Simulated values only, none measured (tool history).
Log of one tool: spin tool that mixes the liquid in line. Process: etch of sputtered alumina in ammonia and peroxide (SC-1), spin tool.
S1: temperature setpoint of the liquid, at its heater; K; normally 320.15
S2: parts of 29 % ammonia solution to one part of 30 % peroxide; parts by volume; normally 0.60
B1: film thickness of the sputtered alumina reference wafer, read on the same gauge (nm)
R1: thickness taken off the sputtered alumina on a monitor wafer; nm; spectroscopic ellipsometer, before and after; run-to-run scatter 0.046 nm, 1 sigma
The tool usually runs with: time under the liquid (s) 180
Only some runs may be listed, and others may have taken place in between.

{"run": 1, "day": 0.0, "S1": 320.15, "S2": 0.6, "time under the liquid (s)": 180, "B1": 150.02, "R1": 7.6}
{"run": 2, "day": 2.846, "S1": 320.15, "S2": 0.6, "time under the liquid (s)": 180, "B1": 150.01, "R1": 7.51}
{"run": 3, "day": 6.0, "S1": 320.15, "S2": 0.5, "time under the liquid (s)": 105, "B1": 149.95, "R1": 4.36}
{"run": 4, "day": 10.25, "S1": 320.15, "S2": 0.6, "time under the liquid (s)": 180, "B1": 149.97, "R1": 7.49}
{"run": 5, "day": 12.188, "S1": 312.65, "S2": 0.6, "time under the liquid (s)": 260, "B1": 150.0, "R1": 6.97}
{"day": 12.708, "done": "new drum of ammonia solution connected"}
{"run": 6, "day": 15.108, "S1": 320.15, "S2": 0.6, "time under the liquid (s)": 180, "B1": 149.99, "R1": 7.56}
{"run": 7, "day": 19.121, "S1": 329.15, "S2": 0.7, "time under the liquid (s)": 280, "B1": 150.01, "R1": 19.58}
{"day": 27.058, "done": "thermometer replaced"}
{"run": 8, "day": 32.083, "S1": 326.15, "S2": 0.45, "time under the liquid (s)": 125, "B1": 149.98, "R1": 7.25}
{"run": 9, "day": 35.0, "S1": 311.65, "S2": 0.35, "time under the liquid (s)": 280, "B1": 150.0, "R1": 6.9}
{"run": 10, "day": 38.504, "S1": 329.65, "S2": 0.6, "time under the liquid (s)": 250, "B1": 149.95, "R1": 17.67}
{"day": 39.717, "done": "ammonia flow meter replaced"}
{"run": 11, "day": 40.167, "S1": 320.15, "S2": 0.6, "time under the liquid (s)": 245, "B1": 149.98, "R1": 10.38}
{"run": 12, "day": 42.183, "S1": 320.15, "S2": 0.6, "time under the liquid (s)": 180, "B1": 149.99, "R1": 7.61}
{"day": 45.796, "done": "new drum of ammonia solution connected"}
{"run": 13, "day": 46.1, "S1": 320.15, "S2": 0.6, "time under the liquid (s)": 180, "B1": 149.98, "R1": 7.64}
{"day": 47.904, "done": "heated supply line repaired"}
{"run": 14, "day": 49.879, "S1": 317.15, "S2": 0.6, "time under the liquid (s)": 180, "B1": 150.02, "R1": 6.29}
{"run": 15, "day": 52.412, "S1": 312.65, "S2": 0.5, "time under the liquid (s)": 180, "B1": 150.0, "R1": 4.82}
{"run": 16, "day": 55.842, "S1": 312.15, "S2": 0.75, "time under the liquid (s)": 225, "B1": 149.98, "R1": 6.03}
{"run": 17, "day": 58.392, "S1": 327.15, "S2": 0.6, "time under the liquid (s)": 90, "B1": 149.96, "R1": 5.52}
{"run": 18, "day": 59.904, "S1": 315.65, "S2": 0.4, "time under the liquid (s)": 285, "B1": 150.0, "R1": 8.87}
{"run": 19, "day": 61.962, "S1": 320.15, "S2": 0.85, "time under the liquid (s)": 260, "B1": 149.98, "R1": 11.27}
{"run": 20, "day": 64.871, "S1": 326.65, "S2": 0.8, "time under the liquid (s)": 80, "B1": 149.99, "R1": 4.9}
{"run": 21, "day": 67.65, "S1": 314.65, "S2": 0.6, "time under the liquid (s)": 220, "B1": 150.01, "R1": 6.6}
{"day": 69.342, "done": "thermometer replaced"}
{"run": 22, "day": 71.625, "S1": 320.15, "S2": 0.6, "time under the liquid (s)": 180, "B1": 149.98, "R1": 7.63}
{"run": 23, "day": 73.542, "S1": 320.15, "S2": 0.6, "time under the liquid (s)": 180, "B1": 150.0, "R1": 7.65}
{"day": 76.846, "done": "new drum of ammonia solution connected"}
{"run": 24, "day": 77.996, "S1": 313.15, "S2": 0.9, "time under the liquid (s)": 120, "B1": 149.97, "R1": 3.53}
{"run": 25, "day": 82.233, "S1": 320.15, "S2": 0.6, "time under the liquid (s)": 180, "B1": 150.0, "R1": 7.6}

Each row is a separate what-if for the run after 25, all from the same tool condition, not one after another. Results?
{"run": "A", "day": 82.254, "S1": 320.15, "S2": 0.8, "time under the liquid (s)": 180, "B1": "?", "R1": "?"}
{"run": "B", "day": 82.254, "S1": 313.15, "S2": 0.85, "time under the liquid (s)": 90, "B1": "?", "R1": "?"}
{"run": "C", "day": 82.254, "S1": 320.15, "S2": 0.35, "time under the liquid (s)": 140, "B1": "?", "R1": "?"}

run=A B1=150.03 R1=7.72
run=B B1=150.03 R1=2.59
run=C B1=150.03 R1=5.55
What these runs would have given with no unlogged condition in the tool:
run=A R1=7.82
run=B R1=2.63
run=C R1=5.62
